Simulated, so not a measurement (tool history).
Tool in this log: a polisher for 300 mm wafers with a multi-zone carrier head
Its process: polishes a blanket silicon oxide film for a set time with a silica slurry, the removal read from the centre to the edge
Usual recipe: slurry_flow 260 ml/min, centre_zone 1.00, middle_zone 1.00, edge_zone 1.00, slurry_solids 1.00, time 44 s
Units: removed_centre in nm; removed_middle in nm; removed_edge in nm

run	hour	slurry_flow	centre_zone	middle_zone	edge_zone	slurry_solids	time	incoming thickness of the incoming film, nm	removed_centre	removed_middle	removed_edge
1	0.0	260	1.00	1.07	1.00	1.15	39	1592.6	118.8	129.0	124.3
# hour 73.0: slurry nozzle cleaned
2	86.1	260	1.00	1.00	0.96	0.70	44	1625.1	102.2	103.9	105.3
3	148.0	285	1.00	1.00	1.00	1.00	44	1597.9	126.7	132.4	133.1
# hour 199.6: worn pad replaced by a new one
4	204.9	260	1.00	0.89	0.94	1.00	44	1629.2	127.2	123.0	127.2
5	239.5	260	1.00	1.00	1.00	1.00	44	1613.8	128.2	132.6	133.2
6	299.9	225	1.00	1.00	1.07	1.00	44	1641.9	123.6	127.0	137.3
7	369.2	260	1.00	1.00	1.00	1.00	44	1581.6	126.0	131.3	132.5
# hour 410.7: carrier head's membrane replaced by a new one
8	411.2	305	1.00	1.00	1.00	0.85	44	1610.2	118.7	121.7	123.4
# hour 448.2: slurry nozzle cleaned
9	451.2	260	1.00	1.00	1.00	1.00	44	1600.9	125.3	134.2	133.4
10	483.2	260	1.06	0.96	1.00	0.80	50	1638.0	133.8	125.6	135.2
11	539.1	260	1.00	1.00	1.00	1.00	35	1624.8	101.6	105.9	106.0
12	608.7	260	1.09	1.04	1.00	0.85	44	1601.6	124.7	123.4	121.2
# hour 615.1: centre zone pressure recalibrated
# hour 659.6: worn pad replaced by a new one
13	668.6	260	1.00	1.00	1.00	0.75	44	1627.3	107.5	111.9	109.5
14	729.9	260	1.00	0.90	1.09	1.00	44	1608.6	125.9	124.9	137.5
15	776.5	260	1.00	1.00	1.11	0.75	44	1593.0	106.6	111.3	119.6
16	815.1	260	1.04	1.00	1.12	1.00	58	1603.6	173.4	176.7	182.2
17	878.4	260	1.00	1.00	1.00	1.00	44	1609.7	126.8	131.0	135.1
# hour 911.0: slurry nozzle cleaned
18	949.5	215	1.00	1.00	0.91	1.00	44	1624.2	123.5	128.3	123.2
19	1009.9	260	1.00	1.00	1.00	1.00	44	1581.9	125.9	130.5	133.9
# hour 1029.8: worn pad replaced by a new one
20	1044.6	260	1.00	1.09	1.09	1.00	44	1608.1	126.9	141.2	138.1

Branching from run 20: 5 alternative next runs. What would each branch give?
A	1045.0	260	1.00	1.06	1.00	1.00	44	1622.9	?	?	?
B	1045.0	260	0.94	1.00	1.00	1.00	44	1622.9	?	?	?
C	1045.0	260	1.00	1.00	1.00	1.00	52	1622.9	?	?	?
D	1045.0	290	1.09	1.00	0.90	0.75	44	1622.9	?	?	?
E	1045.0	215	1.00	1.00	0.96	1.00	30	1622.9	?	?	?

run	removed_centre	removed_middle	removed_edge
A	125.7	137.1	131.3
B	118.1	132.2	131.4
C	148.5	156.2	155.3
D	117.0	112.7	106.9
E	84.1	88.6	86.9
Take away the tool's hidden state, keep each run's random variation, and the runs would have read:
run	removed_centre	removed_middle	removed_edge
A	125.7	137.1	131.3
B	118.1	132.2	131.4
C	148.5	156.2	155.3
D	117.0	112.7	106.9
E	84.1	88.6	86.9
